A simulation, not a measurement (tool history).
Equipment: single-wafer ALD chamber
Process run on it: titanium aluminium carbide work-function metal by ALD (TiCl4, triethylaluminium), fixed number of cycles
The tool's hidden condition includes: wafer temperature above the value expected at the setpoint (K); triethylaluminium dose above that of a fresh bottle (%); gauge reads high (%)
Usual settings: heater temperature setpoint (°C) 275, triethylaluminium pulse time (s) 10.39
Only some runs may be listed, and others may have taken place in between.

| run | day | heater temperature setpoint (°C) | triethylaluminium pulse time (s) | wafers since the last listed run | hours since the last thermocouple change | hours since the last triethylaluminium bottle change | hours since the showerhead was replaced | hours since the gauge calibration | read-back reference wafer on the same gauge, thickness_nm | mean film thickness on the monitor wafer (angstrom) |
|---|---|---|---|---|---|---|---|---|---|---|
| 1 | 0 | 275 | 7.4 | 0 | 627.7 | 404 | 2843.4 | 35.5 | 1.711 | 18.93 |
| 2 | 1.129 | 275 | 7.4 | 241 | 654.8 | 431.1 | 2870.5 | 62.6 | 1.71 | 18.93 |
| 3 | 2.55 | 264 | 9.04 | 303 | 688.9 | 465.2 | 2904.6 | 96.7 | 1.71 | 18.38 |
| 4 | 3.325 | 264 | 9.04 | 165 | 707.5 | 483.8 | 2923.2 | 115.3 | 1.709 | 18.41 |
| 5 | 3.9 | 264 | 9.04 | 122 | 721.3 | 497.6 | 2937 | 129.1 | 1.71 | 18.35 |
| 6 | 5.017 | 282 | 7.08 | 238 | 748.1 | 524.4 | 2963.8 | 155.9 | 1.71 | 19.73 |
| 7 | 7.1 | 282 | 7.08 | 445 | 798.1 | 574.4 | 3013.8 | 205.9 | 1.71 | 19.63 |
|  | 7.862 | triethylaluminium bottle replaced |
| 8 | 8.483 | 275 | 11.95 | 224 | 831.3 | 14.9 | 3047 | 239.1 | 1.709 | 20.07 |
|  | 9.25 | showerhead replaced |
| 9 | 9.85 | 275 | 10.39 | 220 | 864.1 | 47.7 | 14.4 | 271.9 | 1.709 | 19.96 |
| 10 | 10.417 | 275 | 10.39 | 121 | 877.7 | 61.3 | 28 | 285.5 | 1.712 | 19.9 |
|  | 13.862 | gauge calibrated |
| 11 | 14.288 | 283 | 10.39 | 827 | 970.6 | 154.2 | 120.9 | 10.2 | 1.71 | 20.7 |
| 12 | 15.112 | 275 | 10.39 | 176 | 990.4 | 174 | 140.7 | 30 | 1.709 | 20.05 |
| 13 | 15.642 | 275 | 10.39 | 113 | 1003.1 | 186.7 | 153.4 | 42.7 | 1.711 | 20.04 |
|  | 15.996 | thermocouple changed; heater temperature recalibrated |
| 14 | 16.704 | 267 | 8.79 | 155 | 17 | 212.2 | 178.9 | 68.2 | 1.711 | 18.12 |
| 15 | 17.596 | 261 | 6.42 | 190 | 38.4 | 233.6 | 200.3 | 89.6 | 1.711 | 16.88 |
| 16 | 18.679 | 275 | 6.25 | 231 | 64.4 | 259.6 | 226.3 | 115.6 | 1.71 | 18.1 |
| 17 | 21.079 | 275 | 7.29 | 512 | 122 | 317.2 | 283.9 | 173.2 | 1.709 | 18.54 |
| 18 | 21.925 | 285 | 10.39 | 180 | 142.3 | 337.5 | 304.2 | 193.5 | 1.709 | 20.33 |
| 19 | 23.058 | 284 | 7.13 | 242 | 169.5 | 364.7 | 331.4 | 220.7 | 1.712 | 19.42 |
| 20 | 23.738 | 285 | 13.23 | 145 | 185.8 | 381 | 347.7 | 237 | 1.71 | 20.72 |

3 ways to go on from here, each from the tool as it stands after run 20. What would each give?
| A | 23.754 | 275 | 10.39 | 3 | 186.2 | 381.4 | 348.1 | 237.4 | ? | ? |
| B | 23.754 | 269 | 10.39 | 3 | 186.2 | 381.4 | 348.1 | 237.4 | ? | ? |
| C | 23.754 | 287 | 13.89 | 3 | 186.2 | 381.4 | 348.1 | 237.4 | ? | ? |

| run | read-back reference wafer on the same gauge, thickness_nm | mean film thickness on the monitor wafer (angstrom) |
|---|---|---|
| A | 1.709 | 19.25 |
| B | 1.709 | 18.62 |
| C | 1.709 | 20.87 |
With the hidden condition removed and each run's random variation left untouched, the same runs would have given:
| run | mean film thickness on the monitor wafer (angstrom) |
|---|---|
| A | 19.34 |
| B | 18.71 |
| C | 20.97 |

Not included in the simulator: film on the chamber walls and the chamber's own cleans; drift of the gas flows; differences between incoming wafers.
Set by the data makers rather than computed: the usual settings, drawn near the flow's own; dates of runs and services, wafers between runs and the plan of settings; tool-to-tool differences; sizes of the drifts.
